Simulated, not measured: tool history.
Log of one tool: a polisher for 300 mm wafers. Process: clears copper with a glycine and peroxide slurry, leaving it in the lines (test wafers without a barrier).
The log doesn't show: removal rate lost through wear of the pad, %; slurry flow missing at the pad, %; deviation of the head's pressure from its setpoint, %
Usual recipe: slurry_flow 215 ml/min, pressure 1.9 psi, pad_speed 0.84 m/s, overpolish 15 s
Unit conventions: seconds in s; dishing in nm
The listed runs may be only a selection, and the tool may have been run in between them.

run,hour,slurry_flow,pressure,pad_speed,overpolish,wafers since the last listed run,wafers polished on this pad,hours since the slurry nozzle was cleaned,hours since the head pressure was calibrated,"incoming thickness of the incoming film, nm",seconds,dishing
1,0,215,1.6,0.84,15,0,1106,514.7,503.9,449.4,161.2,29.1
2,16,215,1.9,0.84,15,75,1181,530.7,519.9,452.7,141.9,32.7
# hour 28.9: worn pad replaced by a new one
3,34,215,1.9,0.84,15,65,23,548.7,537.9,453.3,142.7,33.4
4,62.4,215,1.9,0.84,15,133,157,577.1,566.3,456.9,147,34.8
5,88.8,215,1.9,0.84,15,124,281,603.5,592.7,458.5,145.8,34.8
6,120.3,215,1.9,0.84,15,148,429,635,624.2,455.2,144,32.8
7,150.4,215,1.9,0.84,15,141,570,665.1,654.3,453.9,143.4,33
8,185.4,215,1.9,0.84,15,164,735,700.1,689.3,456.2,145.3,33.7
9,210.5,215,1.9,0.84,15,118,853,725.2,714.4,456.9,146,32.6
10,240.9,215,1.9,0.84,15,142,996,755.6,744.8,453.8,145.7,33.9
11,275,275,1.9,0.84,15,160,1156,789.7,778.9,457,140.5,34.1
12,299.2,275,1.9,0.84,15,113,1270,813.9,803.1,458.7,143.6,33.8
# hour 301.4: head pressure recalibrated
13,326.1,215,1.9,0.84,15,117,1387,840.8,24.7,464.7,135.5,36.1
# hour 334.1: worn pad replaced by a new one
14,353.2,215,2.3,0.84,15,108,89,867.9,51.8,453,117,39.4
15,375.1,215,2.3,0.84,15,102,192,889.8,73.7,445.4,116.4,41.1
# hour 387.2: slurry nozzle cleaned
16,406.7,215,2.2,0.84,12,143,336,19.5,105.3,454.3,125.4,32.6
17,426.6,215,1.5,1.08,15,93,430,39.4,125.2,452.6,144.1,33.5
18,458.3,250,1.9,0.62,15,149,579,71.1,156.9,454.4,157.2,31.7
19,472.3,175,1.9,0.7,15,65,645,85.1,170.9,455.1,156.2,31.1
20,484.9,215,1.9,0.84,15,59,704,97.7,183.5,456.6,139.3,34.2
21,517.8,215,1.3,1.08,21,154,858,130.6,216.4,458.9,168.5,38.3
22,563,215,1.9,0.84,15,212,1071,175.8,261.6,447.5,138.2,34.5
23,587.4,215,1.9,0.72,15,114,1186,200.2,286,453.3,151.6,31.3
24,612.4,215,2.4,0.84,12,117,1303,225.2,311,450.7,119.1,32.4
25,636.1,265,2.2,0.7,10,111,1415,248.9,334.7,463.9,140.6,25
# hour 669.9: worn pad replaced by a new one
26,670.4,215,1.9,0.84,7,142,2,283.2,369,460.2,145.4,17
27,696.4,215,2.5,0.84,15,122,124,309.2,395,461.4,117.3,39.6
28,724.5,215,1.9,0.84,15,132,256,337.3,423.1,458.8,140.2,34
29,743.9,240,1.9,0.84,21,91,347,356.7,442.5,459,142.3,44.4
30,767.6,215,1.9,0.84,15,111,459,380.4,466.2,448,144.8,33.6
31,800.8,215,1.9,1.12,15,156,615,413.6,499.4,453.8,123.2,39.1
32,834,215,1.9,0.84,15,156,771,446.8,532.6,456.9,143.1,32.4
33,869.5,170,1.7,0.84,19,166,938,482.3,568.1,463,159.9,38.6
34,883.5,215,1.9,0.84,15,65,1004,496.3,582.1,456.6,147.7,32.9
35,910.5,290,2.4,0.84,20,126,1131,523.3,609.1,452,120.3,52.1
36,935.1,215,1.9,0.84,15,115,1246,547.9,633.7,458.7,149.1,33.2

For each run, the measured value with the value that run would have given without the tool's hidden condition subtracted. The run-to-run variation is shared by both, the gauge scatter possibly not:
run,seconds,dishing
1,+11.2,-2
2,+10.5,-2.4
3,+10.7,-2.5
4,+11.2,-2.7
5,+11.2,-2.7
6,+11.2,-2.5
7,+11.3,-2.6
8,+11.5,-2.7
9,+11.7,-2.6
10,+11.7,-2.8
11,+11.4,-2.8
12,+11.7,-2.7
13,+1.3,-0.3
14,+2.3,-0.7
15,+3,-1
16,+4.4,-1.1
17,+5.3,-1.2
18,+6.6,-1.4
19,+7.2,-1.4
20,+6.9,-1.6
21,+8.7,-1.9
22,+8.5,-2.1
23,+9.5,-1.9
24,+8.5,-2.3
25,+9.9,-1.8
26,+10.5,-1.3
27,+9.3,-3.1
28,+10.7,-2.6
29,+11.1,-3.4
30,+11.4,-2.7
31,+10.5,-3.3
32,+11.8,-2.7
33,+13,-3.1
34,+12.5,-2.8
35,+10.9,-4.6
36,+12.8,-2.9

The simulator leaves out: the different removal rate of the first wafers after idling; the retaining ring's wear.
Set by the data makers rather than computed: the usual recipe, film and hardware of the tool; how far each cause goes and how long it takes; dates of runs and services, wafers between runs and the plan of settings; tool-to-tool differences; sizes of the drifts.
